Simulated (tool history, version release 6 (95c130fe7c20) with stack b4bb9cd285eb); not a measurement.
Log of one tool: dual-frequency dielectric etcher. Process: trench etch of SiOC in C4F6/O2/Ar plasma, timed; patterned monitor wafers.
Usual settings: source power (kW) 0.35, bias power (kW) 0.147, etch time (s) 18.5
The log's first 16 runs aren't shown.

run,hour,source power (kW),bias power (kW),etch time (s),"read-back reference wafer on the same gauge, depth_nm",mean etch depth across the wafer (Å)
17,1533.8,0.31,0.13,16.5,29.71,268.7
18,1597.8,0.4,0.147,15.5,29.74,288.6
19,1684.6,0.31,0.147,14.5,29.7,244.1
20,1749.7,0.35,0.133,14,29.72,243.2
21,1802.8,0.26,0.133,18.5,29.71,282.6
22,1879.8,0.3,0.147,23,29.69,382.5
23,1978.7,0.35,0.176,23.5,29.67,434.7
24,2053,0.38,0.12,21.5,29.64,376.2
25,2127,0.35,0.147,18.5,29.75,330.1
26,2229.8,0.28,0.17,18.5,29.69,310.4
# hour 2264: wet clean of the chamber
27,2340,0.39,0.16,18.5,29.75,346.9
28,2420,0.35,0.147,20.5,29.69,361.4
29,2461.1,0.37,0.131,15.5,29.72,273.8
30,2583.4,0.26,0.133,18.5,29.7,282.1

Forecast each of these 3 alternatives for the next run:
A,2583.8,0.41,0.147,18.5,?,?
B,2583.8,0.4,0.147,18.5,?,?
C,2583.8,0.43,0.158,20.5,?,?

run,"read-back reference wafer on the same gauge, depth_nm",mean etch depth across the wafer (Å)
A,29.75,350.3
B,29.75,346.9
C,29.75,402.9
Without the tool's hidden state the same runs would have given:
run,mean etch depth across the wafer (Å)
A,349.7
B,346.3
C,402.2
